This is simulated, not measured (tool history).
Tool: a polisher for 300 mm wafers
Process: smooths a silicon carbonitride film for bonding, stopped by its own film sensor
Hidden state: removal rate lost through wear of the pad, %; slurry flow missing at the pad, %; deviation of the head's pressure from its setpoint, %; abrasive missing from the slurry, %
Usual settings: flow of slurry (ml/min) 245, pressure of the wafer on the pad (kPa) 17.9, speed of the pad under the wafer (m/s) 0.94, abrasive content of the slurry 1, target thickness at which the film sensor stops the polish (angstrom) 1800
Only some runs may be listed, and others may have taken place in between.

run,hour,flow of slurry (ml/min),pressure of the wafer on the pad (kPa),speed of the pad under the wafer (m/s),abrasive content of the slurry,target thickness at which the film sensor stops the polish (angstrom),wafers since the last listed run,wafers polished on this pad,hours since the slurry nozzle was cleaned,hours since the head pressure was calibrated,hours since the slurry blender was calibrated,"incoming thickness of the incoming film, nm",time until the film sensor stopped the polish (s)
1,0,245,15.9,0.94,1,1800,0,438,106.1,1416.5,337.8,211,153.7
2,13.5,245,15.9,0.94,1,1800,155,594,119.6,1430,351.3,209.7,148.8
3,31.5,245,17.9,0.84,1,1800,207,801,137.6,1448,369.3,213.3,161.2
4,42.6,245,17.9,0.94,1,1800,128,930,148.7,1459.1,380.4,208,129
# hour 50.7: worn pad replaced by a new one
5,55.8,275,17.9,0.82,1,1800,106,58,161.9,1472.3,393.6,207.3,121.3
6,69.8,275,17.9,0.82,1,1800,161,220,175.9,1486.3,407.6,207.5,137
# hour 77.7: head pressure recalibrated
7,83.9,245,17.9,0.94,1,1800,139,360,190,6.2,421.7,210,138.6
# hour 88.2: slurry blender recalibrated
8,91.9,245,17.9,0.94,1,1800,69,429,198,14.2,3.7,209.1,96.9
9,105.2,245,17.9,0.94,0.95,1800,153,583,211.3,27.5,17,209.2,101.2
10,122.5,245,17.9,0.94,0.95,1800,199,782,228.6,44.8,34.3,208.6,103.1
# hour 137.6: worn pad replaced by a new one
11,138.1,245,15.2,0.64,1.3,1800,133,6,244.2,60.4,49.9,211.9,147.5
12,150,245,17.9,0.94,1,1800,137,143,256.1,72.3,61.8,209.2,102
13,156.7,245,17.9,0.94,1,1800,77,220,262.8,79,68.5,208.7,101.5
14,169.5,245,17.9,0.94,1,1830,147,368,275.6,91.8,81.3,210.7,97.1
15,176.6,325,17.9,0.94,1,1800,81,450,282.7,98.9,88.4,213.2,118.6
# hour 183.3: slurry nozzle cleaned
16,186.2,170,17.9,0.94,1.2,1800,99,549,2.9,108.5,98,210.5,110.8
17,199.6,245,17.9,0.94,1,1800,154,704,16.3,121.9,111.4,210.1,116
18,206.6,245,17.9,0.94,1,1800,80,785,23.3,128.9,118.4,210.7,117.3
# hour 218.9: worn pad replaced by a new one
19,219.4,305,20,0.94,1,1800,101,6,36.1,141.7,131.2,208.3,91.9
20,224.8,245,24.1,0.94,1.15,1800,62,68,41.5,147.1,136.6,212.7,84
21,240.9,245,17.9,0.72,1,1760,185,254,57.6,163.2,152.7,210.4,164.8
22,254,245,17.9,0.94,1,1850,151,405,70.7,176.3,165.8,209.2,98.9
23,271.9,245,17.9,0.94,1,1800,206,612,88.6,194.2,183.7,207.9,113.2
24,282.2,245,13.8,1.18,1,1830,118,731,98.9,204.5,194,210.2,121.9
25,292.8,245,17.9,0.94,1,1800,122,853,109.5,215.1,204.6,206,106.2
26,305.1,245,17.9,0.94,0.85,1800,142,995,121.8,227.4,216.9,212.1,152.2
# hour 320.3: worn pad replaced by a new one
27,320.9,245,17.9,0.94,1,1800,136,7,137.6,243.2,232.7,207.4,98.7
28,329.7,245,13.1,0.94,1,1800,101,108,146.4,252,241.5,213.5,176.8
29,343.8,305,14.5,0.94,0.85,1800,162,271,160.5,266.1,255.6,212.5,182.6

What if the next run were any one of these 5? Each begins from the tool's condition after run 29:
A,344.3,245,17.9,0.94,1,1800,5,277,161,266.6,256.1,209.8,?
B,344.3,305,17.9,1.16,0.8,1800,5,277,161,266.6,256.1,209.8,?
C,344.3,245,20,0.8,1.25,1800,5,277,161,266.6,256.1,209.8,?
D,344.3,215,20,1.18,1,1750,5,277,161,266.6,256.1,209.8,?
E,344.3,245,13.8,0.94,1,1800,5,277,161,266.6,256.1,209.8,?

run,time until the film sensor stopped the polish (s)
A,116.2
B,111.8
C,103.8
D,103.1
E,151
Stripped of hidden state, with their random variation kept, the same runs would have yielded:
run,time until the film sensor stopped the polish (s)
A,88.6
B,83
C,81.2
D,78.6
E,115.1
